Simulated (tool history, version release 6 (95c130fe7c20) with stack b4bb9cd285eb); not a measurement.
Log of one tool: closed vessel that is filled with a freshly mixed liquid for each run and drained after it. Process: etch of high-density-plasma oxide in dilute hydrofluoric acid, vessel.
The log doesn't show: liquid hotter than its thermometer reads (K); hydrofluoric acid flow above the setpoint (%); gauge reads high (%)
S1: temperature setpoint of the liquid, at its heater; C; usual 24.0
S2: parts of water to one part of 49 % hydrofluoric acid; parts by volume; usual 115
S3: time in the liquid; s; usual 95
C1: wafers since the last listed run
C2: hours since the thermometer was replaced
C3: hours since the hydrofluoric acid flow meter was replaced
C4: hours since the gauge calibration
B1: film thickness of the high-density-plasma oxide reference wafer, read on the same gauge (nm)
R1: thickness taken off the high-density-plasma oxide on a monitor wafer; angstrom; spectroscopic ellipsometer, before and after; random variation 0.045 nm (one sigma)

{"run": 1, "hour": 0.0, "S1": 26.5, "S2": 160, "S3": 95, "C1": 0, "C2": 1930.0, "C3": 396.9, "C4": 737.8, "B1": 59.98, "R1": 55.9}
{"hour": 33.4, "done": "hydrofluoric acid flow meter replaced"}
{"run": 2, "hour": 50.2, "S1": 26.5, "S2": 160, "S3": 95, "C1": 6334, "C2": 1980.2, "C3": 16.8, "C4": 788.0, "B1": 60.0, "R1": 53.9}
{"run": 3, "hour": 93.4, "S1": 24.0, "S2": 115, "S3": 75, "C1": 5562, "C2": 2023.4, "C3": 60.0, "C4": 831.2, "B1": 59.99, "R1": 58.3}
{"run": 4, "hour": 124.7, "S1": 24.0, "S2": 115, "S3": 75, "C1": 4029, "C2": 2054.7, "C3": 91.3, "C4": 862.5, "B1": 59.99, "R1": 58.7}
{"run": 5, "hour": 182.0, "S1": 24.0, "S2": 115, "S3": 95, "C1": 7377, "C2": 2112.0, "C3": 148.6, "C4": 919.8, "B1": 60.0, "R1": 74.4}
{"run": 6, "hour": 235.4, "S1": 24.0, "S2": 115, "S3": 95, "C1": 6875, "C2": 2165.4, "C3": 202.0, "C4": 973.2, "B1": 59.95, "R1": 73.9}
{"run": 7, "hour": 403.6, "S1": 24.0, "S2": 115, "S3": 95, "C1": 21656, "C2": 2333.6, "C3": 370.2, "C4": 1141.4, "B1": 60.0, "R1": 75.3}
{"run": 8, "hour": 455.3, "S1": 20.5, "S2": 115, "S3": 95, "C1": 6656, "C2": 2385.3, "C3": 421.9, "C4": 1193.1, "B1": 59.98, "R1": 66.2}
{"hour": 499.3, "done": "hydrofluoric acid flow meter replaced"}
{"run": 9, "hour": 514.8, "S1": 20.5, "S2": 115, "S3": 95, "C1": 7532, "C2": 2444.8, "C3": 15.5, "C4": 1252.6, "B1": 59.99, "R1": 64.6}
{"run": 10, "hour": 612.8, "S1": 20.5, "S2": 115, "S3": 95, "C1": 12617, "C2": 2542.8, "C3": 113.5, "C4": 1350.6, "B1": 60.04, "R1": 64.1}
{"hour": 618.0, "done": "thermometer replaced"}
{"run": 11, "hour": 680.7, "S1": 24.0, "S2": 115, "S3": 95, "C1": 8613, "C2": 62.7, "C3": 181.4, "C4": 1418.5, "B1": 59.95, "R1": 69.7}
{"hour": 684.7, "done": "gauge calibrated"}
{"run": 12, "hour": 735.2, "S1": 22.0, "S2": 65, "S3": 60, "C1": 7017, "C2": 117.2, "C3": 235.9, "C4": 50.5, "B1": 60.0, "R1": 76.2}
{"run": 13, "hour": 782.9, "S1": 20.5, "S2": 115, "S3": 95, "C1": 6141, "C2": 164.9, "C3": 283.6, "C4": 98.2, "B1": 60.0, "R1": 61.3}
{"run": 14, "hour": 813.7, "S1": 24.0, "S2": 100, "S3": 120, "C1": 3965, "C2": 195.7, "C3": 314.4, "C4": 129.0, "B1": 59.99, "R1": 105.3}

The next listed run, before its measurement:
{"run": 15, "hour": 878.6, "S1": 24.0, "S2": 115, "S3": 50, "C1": 8356, "C2": 260.6, "C3": 379.3, "C4": 193.9, "B1": "?", "R1": "?"}

Run 15 gave B1 60.01, R1 37.1 angstrom.
Without the tool's hidden state the same run would have given R1 35.7 angstrom.
